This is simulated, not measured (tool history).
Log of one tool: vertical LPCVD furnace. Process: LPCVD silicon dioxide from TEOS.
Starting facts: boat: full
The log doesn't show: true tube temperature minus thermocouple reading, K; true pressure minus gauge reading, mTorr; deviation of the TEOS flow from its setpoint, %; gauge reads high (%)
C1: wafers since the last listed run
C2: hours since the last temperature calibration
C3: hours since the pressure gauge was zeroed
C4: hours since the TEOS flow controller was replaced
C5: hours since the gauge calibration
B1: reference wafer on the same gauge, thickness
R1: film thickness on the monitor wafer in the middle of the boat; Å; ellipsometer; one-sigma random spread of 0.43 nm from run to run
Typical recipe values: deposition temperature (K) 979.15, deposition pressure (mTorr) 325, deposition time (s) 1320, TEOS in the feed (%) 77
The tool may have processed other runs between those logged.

Run 1, hour 0: usual settings but TEOS in the feed (%) 71; C1 0; C2 3872.9; C3 2831.5; C4 5596.4; C5 717.9; B1 196.77. Result: R1 1827.5 Å.
Run 2, hour 52.1: usual settings but TEOS in the feed (%) 71; C1 769; C2 3925; C3 2883.6; C4 5648.5; C5 770; B1 196.84. Result: R1 1830.5 Å.
Run 3, hour 97.5: usual settings; C1 670; C2 3970.4; C3 2929; C4 5693.9; C5 815.4; B1 196.86. Result: R1 1912.5 Å.
Run 4, hour 145.1: usual settings but deposition pressure (mTorr) 275; C1 703; C2 4018; C3 2976.6; C4 5741.5; C5 863; B1 196.89. Result: R1 1758 Å.
Run 5, hour 179.8: usual settings but deposition pressure (mTorr) 275; C1 512; C2 4052.7; C3 3011.3; C4 5776.2; C5 897.7; B1 196.89. Result: R1 1754 Å.
Run 6, hour 228.6: usual settings but deposition pressure (mTorr) 275; C1 721; C2 4101.5; C3 3060.1; C4 5825; C5 946.5; B1 196.92. Result: R1 1754.5 Å.
Run 7, hour 257.2: usual settings but deposition temperature (K) 975.15, deposition pressure (mTorr) 370; C1 422; C2 4130.1; C3 3088.7; C4 5853.6; C5 975.1; B1 197. Result: R1 1854.9 Å.
At hour 310.2: thermocouples replaced and temperature profile calibrated.
Run 8, hour 310.7: usual settings but deposition temperature (K) 974.15, deposition pressure (mTorr) 360; C1 435; C2 0.5; C3 3142.2; C4 5907.1; C5 1028.6; B1 197.03. Result: R1 1792.9 Å.
At hour 367.3: pressure gauge zeroed.
At hour 368.1: TEOS flow controller replaced.
Run 9, hour 368.6: usual settings but deposition temperature (K) 974.15, deposition pressure (mTorr) 360; C1 489; C2 58.4; C3 1.3; C4 0.5; C5 1086.5; B1 197.02. Result: R1 1798 Å.
Run 10, hour 408.8: usual settings but deposition temperature (K) 974.15, deposition pressure (mTorr) 360; C1 594; C2 98.6; C3 41.5; C4 40.7; C5 1126.7; B1 197.04. Result: R1 1789.7 Å.
Run 11, hour 438.1: usual settings but deposition time (s) 900; C1 432; C2 127.9; C3 70.8; C4 70; C5 1156; B1 197. Result: R1 1302.5 Å.
Run 12, hour 476.8: usual settings but deposition time (s) 900; C1 571; C2 166.6; C3 109.5; C4 108.7; C5 1194.7; B1 197.08. Result: R1 1304.7 Å.
Run 13, hour 527.9: usual settings; C1 755; C2 217.7; C3 160.6; C4 159.8; C5 1245.8; B1 197.13. Result: R1 1910.6 Å.
Run 14, hour 578: usual settings; C1 740; C2 267.8; C3 210.7; C4 209.9; C5 1295.9; B1 197.18. Result: R1 1901.3 Å.
Run 15, hour 640.5: usual settings but deposition pressure (mTorr) 285; C1 923; C2 330.3; C3 273.2; C4 272.4; C5 1358.4; B1 197.01. Result: R1 1785.2 Å.
Run 16, hour 698.9: usual settings; C1 863; C2 388.7; C3 331.6; C4 330.8; C5 1416.8; B1 197.15. Result: R1 1910.7 Å.
Run 17, hour 723.4: usual settings but deposition temperature (K) 971.15, deposition pressure (mTorr) 260, deposition time (s) 1170; C1 362; C2 413.2; C3 356.1; C4 355.3; C5 1441.3; B1 197.17. Result: R1 1260.6 Å.
Run 18, hour 753.9: usual settings but deposition temperature (K) 974.15, deposition pressure (mTorr) 405, deposition time (s) 1620, TEOS in the feed (%) 83; C1 450; C2 443.7; C3 386.6; C4 385.8; C5 1471.8; B1 197.18. Result: R1 2411.2 Å.
Run 19, hour 785.8: usual settings but deposition temperature (K) 988.15; C1 471; C2 475.6; C3 418.5; C4 417.7; C5 1503.7; B1 197.18. Result: R1 2345.5 Å.
Run 20, hour 845.2: usual settings; C1 877; C2 535; C3 477.9; C4 477.1; C5 1563.1; B1 197.11. Result: R1 1914 Å.
Run 21, hour 885.2: usual settings; C1 591; C2 575; C3 517.9; C4 517.1; C5 1603.1; B1 197.31. Result: R1 1914.8 Å.
At hour 924.3: gauge calibrated.
Run 22, hour 946.5: usual settings but deposition pressure (mTorr) 245, deposition time (s) 870, TEOS in the feed (%) 90; C1 905; C2 636.3; C3 579.2; C4 578.4; C5 22.2; B1 194.89. Result: R1 1172.7 Å.
Run 23, hour 1008.6: usual settings; C1 917; C2 698.4; C3 641.3; C4 640.5; C5 84.3; B1 195.17. Result: R1 1894.7 Å.
Run 24, hour 1037.5: usual settings but deposition temperature (K) 971.15, deposition time (s) 1620; C1 427; C2 727.3; C3 670.2; C4 669.4; C5 113.2; B1 195.26. Result: R1 1926.4 Å.
Run 25, hour 1090.9: usual settings but deposition pressure (mTorr) 270, TEOS in the feed (%) 73; C1 789; C2 780.7; C3 723.6; C4 722.8; C5 166.6; B1 195.51. Result: R1 1672.9 Å.
Run 26, hour 1134.5: usual settings but deposition pressure (mTorr) 250; C1 644; C2 824.3; C3 767.2; C4 766.4; C5 210.2; B1 195.59. Result: R1 1668.9 Å.
Run 27, hour 1177.3: usual settings but deposition temperature (K) 986.15, deposition time (s) 1050; C1 632; C2 867.1; C3 810; C4 809.2; C5 253; B1 195.63. Result: R1 1768 Å.
Run 28, hour 1207.2: usual settings but deposition temperature (K) 969.15, deposition pressure (mTorr) 355; C1 441; C2 897; C3 839.9; C4 839.1; C5 282.9; B1 195.75. Result: R1 1565 Å.
Run 29, hour 1259.9: usual settings; C1 778; C2 949.7; C3 892.6; C4 891.8; C5 335.6; B1 195.8. Result: R1 1899 Å.
Run 30, hour 1312.5: usual settings but deposition pressure (mTorr) 360, TEOS in the feed (%) 73; C1 777; C2 1002.3; C3 945.2; C4 944.4; C5 388.2; B1 195.9. Result: R1 1947.8 Å.
Run 31, hour 1361.2: usual settings but deposition temperature (K) 974.15; C1 719; C2 1051; C3 993.9; C4 993.1; C5 436.9; B1 196.08. Result: R1 1688.7 Å.

Table of differences, measured result less the result of that run with no hidden state. Run-to-run variation is the same in both. Gauge scatter possibly is not:
run     R1
  1  +16.4
  2  +16.8
  3    +18
  4  +16.9
  5  +17.1
  6  +17.3
  7  +18.5
  8  +18.2
  9  +18.6
 10  +18.6
 11  +13.6
 12  +13.7
 13  +20.4
 14  +20.4
 15  +19.3
 16  +20.8
 17  +13.8
 18  +26.5
 19  +25.7
 20  +21.1
 21  +21.2
 22   -0.7
 23   +1.3
 24   +2.3
 25   +3.6
 26   +4.6
 27     +6
 28   +5.9
 29   +8.4
 30   +9.7
 31   +9.2
